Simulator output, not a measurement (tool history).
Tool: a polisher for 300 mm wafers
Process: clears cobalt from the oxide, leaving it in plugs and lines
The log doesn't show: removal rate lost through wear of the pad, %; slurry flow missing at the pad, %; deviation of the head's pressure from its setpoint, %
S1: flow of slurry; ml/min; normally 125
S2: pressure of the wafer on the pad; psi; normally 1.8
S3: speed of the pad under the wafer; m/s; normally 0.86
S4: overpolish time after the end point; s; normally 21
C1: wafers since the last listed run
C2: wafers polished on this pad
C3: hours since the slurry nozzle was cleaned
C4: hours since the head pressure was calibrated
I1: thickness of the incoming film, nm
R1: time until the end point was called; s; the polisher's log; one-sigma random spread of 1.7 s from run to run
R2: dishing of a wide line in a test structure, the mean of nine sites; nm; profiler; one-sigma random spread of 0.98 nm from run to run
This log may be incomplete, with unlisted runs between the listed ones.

{"run": 1, "day": 0.0, "S1": 125, "S2": 1.8, "S3": 0.98, "S4": 21, "C1": 0, "C2": 1120, "C3": 785.1, "C4": 786.7, "I1": 396.5, "R1": 93.1, "R2": 45.2}
{"day": 0.3, "done": "worn pad replaced by a new one"}
{"run": 2, "day": 0.55, "S1": 125, "S2": 1.8, "S3": 0.98, "S4": 21, "C1": 83, "C2": 54, "C3": 798.3, "C4": 799.9, "I1": 397.9, "R1": 94.3, "R2": 44.0}
{"run": 3, "day": 1.1, "S1": 125, "S2": 1.8, "S3": 0.86, "S4": 21, "C1": 119, "C2": 173, "C3": 811.5, "C4": 813.1, "I1": 402.1, "R1": 104.1, "R2": 41.9}
{"run": 4, "day": 1.779, "S1": 125, "S2": 1.8, "S3": 0.86, "S4": 21, "C1": 147, "C2": 320, "C3": 827.8, "C4": 829.4, "I1": 401.2, "R1": 104.9, "R2": 42.7}
{"run": 5, "day": 2.15, "S1": 145, "S2": 1.8, "S3": 0.86, "S4": 11, "C1": 80, "C2": 401, "C3": 836.7, "C4": 838.3, "I1": 402.1, "R1": 98.6, "R2": 28.8}
{"run": 6, "day": 2.633, "S1": 125, "S2": 1.8, "S3": 0.86, "S4": 11, "C1": 104, "C2": 506, "C3": 848.3, "C4": 849.9, "I1": 394.9, "R1": 102.6, "R2": 28.5}
{"run": 7, "day": 3.029, "S1": 155, "S2": 1.8, "S3": 0.86, "S4": 21, "C1": 85, "C2": 591, "C3": 857.8, "C4": 859.4, "I1": 398.7, "R1": 97.8, "R2": 43.9}
{"run": 8, "day": 3.617, "S1": 155, "S2": 1.8, "S3": 0.86, "S4": 21, "C1": 127, "C2": 719, "C3": 871.9, "C4": 873.5, "I1": 399.9, "R1": 96.0, "R2": 44.0}
{"run": 9, "day": 4.267, "S1": 155, "S2": 1.8, "S3": 0.86, "S4": 21, "C1": 140, "C2": 860, "C3": 887.5, "C4": 889.1, "I1": 401.8, "R1": 101.3, "R2": 42.3}
{"day": 4.583, "done": "head pressure recalibrated"}
{"day": 4.912, "done": "worn pad replaced by a new one"}
{"run": 10, "day": 5.171, "S1": 125, "S2": 1.8, "S3": 0.86, "S4": 21, "C1": 141, "C2": 55, "C3": 909.2, "C4": 14.1, "I1": 406.3, "R1": 101.4, "R2": 43.4}
{"run": 11, "day": 5.862, "S1": 150, "S2": 1.8, "S3": 0.86, "S4": 24, "C1": 149, "C2": 205, "C3": 925.8, "C4": 30.7, "I1": 408.7, "R1": 102.7, "R2": 46.3}
{"day": 6.221, "done": "slurry nozzle cleaned"}
{"run": 12, "day": 6.283, "S1": 125, "S2": 1.8, "S3": 0.86, "S4": 21, "C1": 82, "C2": 287, "C3": 1.5, "C4": 40.8, "I1": 396.1, "R1": 101.0, "R2": 41.8}
{"run": 13, "day": 6.783, "S1": 150, "S2": 1.8, "S3": 1.0, "S4": 21, "C1": 108, "C2": 396, "C3": 13.5, "C4": 52.8, "I1": 399.6, "R1": 87.8, "R2": 44.6}
{"run": 14, "day": 7.246, "S1": 95, "S2": 2.1, "S3": 0.96, "S4": 21, "C1": 100, "C2": 496, "C3": 24.6, "C4": 63.9, "I1": 401.2, "R1": 90.4, "R2": 45.8}
{"run": 15, "day": 7.688, "S1": 125, "S2": 1.8, "S3": 0.94, "S4": 14, "C1": 95, "C2": 592, "C3": 35.2, "C4": 74.5, "I1": 398.8, "R1": 97.9, "R2": 36.9}
{"run": 16, "day": 8.296, "S1": 125, "S2": 1.8, "S3": 0.86, "S4": 21, "C1": 131, "C2": 724, "C3": 49.8, "C4": 89.1, "I1": 407.6, "R1": 104.2, "R2": 42.1}
{"run": 17, "day": 8.942, "S1": 160, "S2": 1.8, "S3": 1.12, "S4": 25, "C1": 140, "C2": 864, "C3": 65.3, "C4": 104.6, "I1": 396.9, "R1": 79.8, "R2": 51.1}
{"day": 9.525, "done": "worn pad replaced by a new one"}
{"run": 18, "day": 10.329, "S1": 125, "S2": 1.3, "S3": 0.86, "S4": 13, "C1": 264, "C2": 174, "C3": 98.6, "C4": 137.9, "I1": 400.0, "R1": 134.7, "R2": 24.9}

Across each entry between runs, compare the hidden state at the last listed run before it with the hidden state at the first listed run after it:
From run 1 to run 2: worn pad replaced by a new one (day 0.300)
  no difference in the tool's unlogged condition between these two runs
From run 9 to run 10: head pressure recalibrated (day 4.583); worn pad replaced by a new one (day 4.912)
  no difference in the tool's unlogged condition between these two runs
From run 11 to run 12: slurry nozzle cleaned (day 6.221)
  no difference in the tool's unlogged condition between these two runs
From run 17 to run 18: worn pad replaced by a new one (day 9.525)
  no difference in the tool's unlogged condition between these two runs
